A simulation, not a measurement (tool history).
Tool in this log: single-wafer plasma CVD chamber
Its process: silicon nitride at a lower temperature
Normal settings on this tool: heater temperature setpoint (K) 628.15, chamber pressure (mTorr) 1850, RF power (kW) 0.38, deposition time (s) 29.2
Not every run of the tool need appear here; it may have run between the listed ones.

run     day  heater temperature setpoint (K)  chamber pressure (mTorr)  RF power (kW)  deposition time (s)  wafers since the last listed run  hours since the last thermocouple change  hours since the last RF generator calibration  hours since the last manometer calibration  hours since the showerhead was replaced  hours since the gauge calibration  read-back reference wafer on the same gauge, thickness_nm  mean film thickness on the monitor wafer (Å)
  1       0                           628.15                      1850           0.38                 29.2                                 0                                     160.1                                            470                                       393.9                                   5425.6                               77.1                                                     30.099                                        367.96
      3.546  -- showerhead replaced
  2   3.567                           628.15                      1850           0.38                 29.2                              1189                                     245.7                                          555.6                                       479.5                                      0.5                              162.7                                                     30.099                                        364.43
  3   6.012                           628.15                      1850           0.38                 29.2                               899                                     304.4                                          614.3                                       538.2                                     59.2                              221.4                                                     30.078                                        365.83
  4   7.708                           628.15                      1850           0.38                 29.2                               623                                     345.1                                            655                                       578.9                                     99.9                              262.1                                                     30.118                                        365.99
  5  10.921                           620.15                      1850           0.38                 29.2                              1182                                     422.2                                          732.1                                         656                                      177                              339.2                                                     30.085                                        364.31
  6  12.562                           628.15                      2080           0.38                 33.1                               604                                     461.6                                          771.5                                       695.4                                    216.4                              378.6                                                     30.075                                        423.25
  7  14.908                           628.15                      2080           0.38                 33.1                               863                                     517.9                                          827.8                                       751.7                                    272.7                              434.9                                                     30.113                                         422.4
  8  17.525                           613.15                      1850           0.38                 24.6                               962                                     580.7                                          890.6                                       814.5                                    335.5                              497.7                                                     30.089                                        308.14
  9  19.108                           628.15                      1850           0.38                 29.2                               582                                     618.7                                          928.6                                       852.5                                    373.5                              535.7                                                     30.139                                        362.95
 10  21.338                           628.15                      1710          0.405                 29.2                               820                                     672.2                                          982.1                                         906                                      427                              589.2                                                     30.082                                        375.46
 11  25.229                           619.15                      1850           0.38                 29.2                              1431                                     765.6                                         1075.5                                       999.4                                    520.4                              682.6                                                     30.089                                        362.25
     28.075  -- capacitance manometer re-zeroed and calibrated
 12  29.421                           628.15                      1510            0.4                 29.2                              1419                                     866.2                                         1176.1                                        32.3                                      621                              783.2                                                     30.089                                        361.28
 13  33.204                           628.15                      1850           0.38                 27.7                              1392                                       957                                         1266.9                                       123.1                                    711.8                                874                                                     30.092                                        343.12
 14  37.721                           622.15                      2240          0.435                 29.2                              1661                                    1065.4                                         1375.3                                       231.5                                    820.2                              982.4                                                     30.106                                        410.86
 15  39.604                           621.15                      2060           0.38                 29.2                               692                                    1110.6                                         1420.5                                       276.7                                    865.4                             1027.6                                                     30.088                                        368.29
 16  42.521                           632.15                      1850           0.38                 29.2                              1073                                    1180.6                                         1490.5                                       346.7                                    935.4                             1097.6                                                     30.096                                        359.73
 17    44.4                           615.15                      1850           0.38                 29.2                               691                                    1225.7                                         1535.6                                       391.8                                    980.5                             1142.7                                                      30.08                                         358.5
     44.754  -- RF generator calibrated
 18  46.704                           628.15                      1850           0.38                 29.2                               725                                      1281                                           46.8                                       447.1                                   1035.8                               1198                                                     30.112                                        368.02
 19  51.133                           622.15                      1440          0.405                 33.9                              1629                                    1387.3                                          153.1                                       553.4                                   1142.1                             1304.3                                                     30.096                                        426.85
 20    55.6                           634.15                      1530           0.45                 29.2                              1643                                    1494.5                                          260.3                                       660.6                                   1249.3                             1411.5                                                     30.101                                        396.59
 21  60.225                           628.15                      1440           0.41                 25.4                              1701                                    1605.5                                          371.3                                       771.6                                   1360.3                             1522.5                                                     30.098                                        319.82
 22  62.346                           628.15                      1850           0.38                 27.4                               780                                    1656.4                                          422.2                                       822.5                                   1411.2                             1573.4                                                     30.104                                        341.34
 23  65.292                           628.15                      1850          0.335                 29.2                              1083                                    1727.1                                          492.9                                       893.2                                   1481.9                             1644.1                                                     30.113                                        330.27
 24  69.483                           628.15                      1850           0.38                 29.2                              1542                                    1827.7                                          593.5                                       993.8                                   1582.5                             1744.7                                                     30.093                                        362.02
 25    71.7                           628.15                      2110           0.38                 31.2                               815                                    1880.9                                          646.7                                        1047                                   1635.7                             1797.9                                                     30.116                                        398.56
 26  74.383                           628.15                      1850           0.38                 29.2                               987                                    1945.3                                          711.1                                      1111.4                                   1700.1                             1862.3                                                     30.082                                        362.83
 27  76.142                           628.15                      2170          0.325                 26.3                               646                                    1987.5                                          753.3                                      1153.6                                   1742.3                             1904.5                                                     30.107                                        297.37
     76.671  -- thermocouple changed; heater temperature recalibrated
 28  78.892                           633.15                      2180           0.38                 29.2                               889                                      53.3                                          819.3                                      1219.6                                   1808.3                             1970.5                                                     30.094                                        373.33

Consider 4 possible next runs. They are alternatives, not a sequence: every one starts from the tool as it was left by run 28. What does each give?
  A  78.908                           628.15                      1850           0.38                 29.2                                 6                                      53.7                                          819.7                                        1220                                   1808.7                             1970.9                                                          ?                                             ?
  B  78.908                           621.15                      1430           0.38                 34.5                                 6                                      53.7                                          819.7                                        1220                                   1808.7                             1970.9                                                          ?                                             ?
  C  78.908                           637.15                      1850           0.38                 25.4                                 6                                      53.7                                          819.7                                        1220                                   1808.7                             1970.9                                                          ?                                             ?
  D  78.908                           619.15                      2100          0.315                 25.6                                 6                                      53.7                                          819.7                                        1220                                   1808.7                             1970.9                                                          ?                                             ?

run  read-back reference wafer on the same gauge, thickness_nm  mean film thickness on the monitor wafer (Å)
  A                                                     30.112                                        360.85
  B                                                     30.112                                        407.02
  C                                                     30.112                                        313.03
  D                                                     30.112                                        280.88
With no hidden state in the tool, these same runs would have given:
run  mean film thickness on the monitor wafer (Å)
  A                                        368.67
  B                                        415.84
  C                                        319.81
  D                                        287.33
